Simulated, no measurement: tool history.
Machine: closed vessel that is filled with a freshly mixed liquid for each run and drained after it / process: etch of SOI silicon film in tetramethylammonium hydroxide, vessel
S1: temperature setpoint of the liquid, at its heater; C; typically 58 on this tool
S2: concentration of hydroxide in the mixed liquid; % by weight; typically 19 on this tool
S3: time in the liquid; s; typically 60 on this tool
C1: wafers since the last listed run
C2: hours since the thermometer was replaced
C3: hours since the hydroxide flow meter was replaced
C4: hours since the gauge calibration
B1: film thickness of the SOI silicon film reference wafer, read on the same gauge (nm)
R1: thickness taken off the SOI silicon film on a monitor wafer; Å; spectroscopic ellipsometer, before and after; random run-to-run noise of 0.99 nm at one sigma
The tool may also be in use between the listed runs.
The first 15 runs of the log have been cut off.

Run 16, hour 1042.2: usual settings but S1 64.5 C, S3 80 s; C1 7814; C2 2188.9; C3 505.4; C4 258.6; B1 110.01. Result: R1 3168.2 Å.
Run 17, hour 1133: usual settings but S2 23.5 % by weight, S3 35 s; C1 10783; C2 2279.7; C3 596.2; C4 349.4; B1 109.99. Result: R1 841.2 Å.
Run 18, hour 1169.6: usual settings but S2 21.5 % by weight, S3 45 s; C1 4346; C2 2316.3; C3 632.8; C4 386; B1 110. Result: R1 1154.4 Å.
Run 19, hour 1226.5: usual settings but S1 61.5 C, S2 22.5 % by weight; C1 6757; C2 2373.2; C3 689.7; C4 442.9; B1 109.99. Result: R1 1841.2 Å.
Run 20, hour 1293.9: usual settings but S1 52 C, S2 14.5 % by weight, S3 45 s; C1 8004; C2 2440.6; C3 757.1; C4 510.3; B1 109.99. Result: R1 923.1 Å.
At hour 1305.5: thermometer replaced.
Run 21, hour 1332.5: usual settings but S1 51 C, S3 75 s; C1 4465; C2 27; C3 795.7; C4 548.9; B1 109.98. Result: R1 1200.8 Å.
Run 22, hour 1378: usual settings but S2 15.5 % by weight; C1 5403; C2 72.5; C3 841.2; C4 594.4; B1 109.99. Result: R1 1640.4 Å.
Run 23, hour 1474.3: usual settings but S2 20.5 % by weight, S3 90 s; C1 11436; C2 168.8; C3 937.5; C4 690.7; B1 110. Result: R1 2207.8 Å.
Run 24, hour 1522.1: usual settings but S1 65 C, S2 23.5 % by weight; C1 5676; C2 216.6; C3 985.3; C4 738.5; B1 109.98. Result: R1 2121.2 Å.
Run 25, hour 1581.7: usual settings but S1 54 C, S2 15 % by weight; C1 7078; C2 276.2; C3 1044.9; C4 798.1; B1 110.01. Result: R1 1289.7 Å.
Run 26, hour 1681.7: usual settings but S1 51 C, S3 75 s; C1 11876; C2 376.2; C3 1144.9; C4 898.1; B1 110. Result: R1 1208.8 Å.
Run 27, hour 1757.9: usual settings; C1 9049; C2 452.4; C3 1221.1; C4 974.3; B1 109.99. Result: R1 1529.9 Å.
Run 28, hour 1798.1: usual settings; C1 4774; C2 492.6; C3 1261.3; C4 1014.5; B1 110.02. Result: R1 1551.1 Å.
Run 29, hour 1877.6: usual settings but S2 14.5 % by weight, S3 30 s; C1 9441; C2 572.1; C3 1340.8; C4 1094; B1 110.01. Result: R1 868.1 Å.

Predict the results of run 30:
Run 30, hour 1949.1: usual settings; C1 8491; C2 643.6; C3 1412.3; C4 1165.5; B1 ?. Result: R1 ?.

B1: 109.99
R1: 1559.2 Å
On a tool with no hidden condition, and with the same random variation, this run would have come out at R1 1457.2 Å.
